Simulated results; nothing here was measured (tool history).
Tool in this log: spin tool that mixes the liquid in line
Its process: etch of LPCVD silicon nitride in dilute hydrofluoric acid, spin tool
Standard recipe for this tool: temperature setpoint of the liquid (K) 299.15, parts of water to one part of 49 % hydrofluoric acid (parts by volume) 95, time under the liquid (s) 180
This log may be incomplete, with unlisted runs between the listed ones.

run	hour	temperature setpoint of the liquid (K)	parts of water to one part of 49 % hydrofluoric acid (parts by volume)	time under the liquid (s)	wafers since the last listed run	hours since the thermometer was replaced	hours since the hydrofluoric acid flow meter was replaced	hours since the gauge calibration	read-back film thickness of the LPCVD silicon nitride reference wafer, read on the same gauge (nm)	thickness taken off the LPCVD silicon nitride on a monitor wafer (Å)
1	0.0	299.15	120	180	0	2868.2	1188.0	40.9	140.001	10.62
2	13.0	299.15	120	180	85	2881.2	1201.0	53.9	140.013	10.31
3	21.4	299.15	80	180	55	2889.6	1209.4	62.3	139.970	15.73
4	32.1	299.15	80	180	70	2900.3	1220.1	73.0	139.998	15.53
5	48.6	299.15	80	180	108	2916.8	1236.6	89.5	139.994	15.90
6	59.0	299.15	95	180	68	2927.2	1247.0	99.9	140.011	13.03
7	75.0	299.15	95	180	104	2943.2	1263.0	115.9	139.979	13.16
8	92.0	302.65	95	180	111	2960.2	1280.0	132.9	140.008	16.48
9	101.1	302.65	95	180	59	2969.3	1289.1	142.0	140.001	16.04
10	112.4	299.15	95	180	74	2980.6	1300.4	153.3	140.006	13.32
11	122.3	299.15	95	180	64	2990.5	1310.3	163.2	139.997	13.04
# hour 132.5: thermometer replaced
12	168.9	299.15	95	180	298	36.4	1356.9	209.8	139.996	13.57
13	181.7	299.15	95	180	83	49.2	1369.7	222.6	140.000	13.44
14	198.2	302.65	95	180	108	65.7	1386.2	239.1	140.004	16.33
# hour 200.7: hydrofluoric acid flow meter replaced
15	215.7	299.15	75	180	108	83.2	15.0	256.6	139.993	16.99
16	230.2	301.15	95	180	95	97.7	29.5	271.1	139.999	15.03
17	247.4	303.65	125	90	112	114.9	46.7	288.3	140.000	6.78
18	258.9	299.15	95	180	75	126.4	58.2	299.8	140.008	13.37
19	267.7	299.15	95	180	57	135.2	67.0	308.6	139.996	13.09
# hour 274.3: gauge calibrated
20	283.6	294.65	125	75	104	151.1	82.9	9.3	140.000	3.17
21	301.4	299.15	110	180	116	168.9	100.7	27.1	140.013	11.80
22	318.3	299.15	95	180	110	185.8	117.6	44.0	139.993	13.30
23	335.5	296.65	110	75	112	203.0	134.8	61.2	140.013	4.12
24	351.5	295.15	145	245	104	219.0	150.8	77.2	140.004	9.16
25	366.0	299.15	95	100	95	233.5	165.3	91.7	140.001	7.55
26	374.0	294.15	95	180	52	241.5	173.3	99.7	140.006	9.37
27	386.4	296.15	95	100	81	253.9	185.7	112.1	139.994	6.15

4 ways to go on from here, each from the tool as it stands after run 27. What would each give?
A	386.9	299.15	95	115	3	254.4	186.2	112.6	?	?
B	386.9	302.65	110	85	3	254.4	186.2	112.6	?	?
C	386.9	299.15	65	240	3	254.4	186.2	112.6	?	?
D	386.9	295.65	145	105	3	254.4	186.2	112.6	?	?

run	read-back film thickness of the LPCVD silicon nitride reference wafer, read on the same gauge (nm)	thickness taken off the LPCVD silicon nitride on a monitor wafer (Å)
A	139.990	8.22
B	139.990	6.56
C	139.990	24.97
D	139.990	3.93
Without the tool's hidden state the same runs would have given:
run	thickness taken off the LPCVD silicon nitride on a monitor wafer (Å)
A	8.22
B	6.56
C	24.97
D	3.93

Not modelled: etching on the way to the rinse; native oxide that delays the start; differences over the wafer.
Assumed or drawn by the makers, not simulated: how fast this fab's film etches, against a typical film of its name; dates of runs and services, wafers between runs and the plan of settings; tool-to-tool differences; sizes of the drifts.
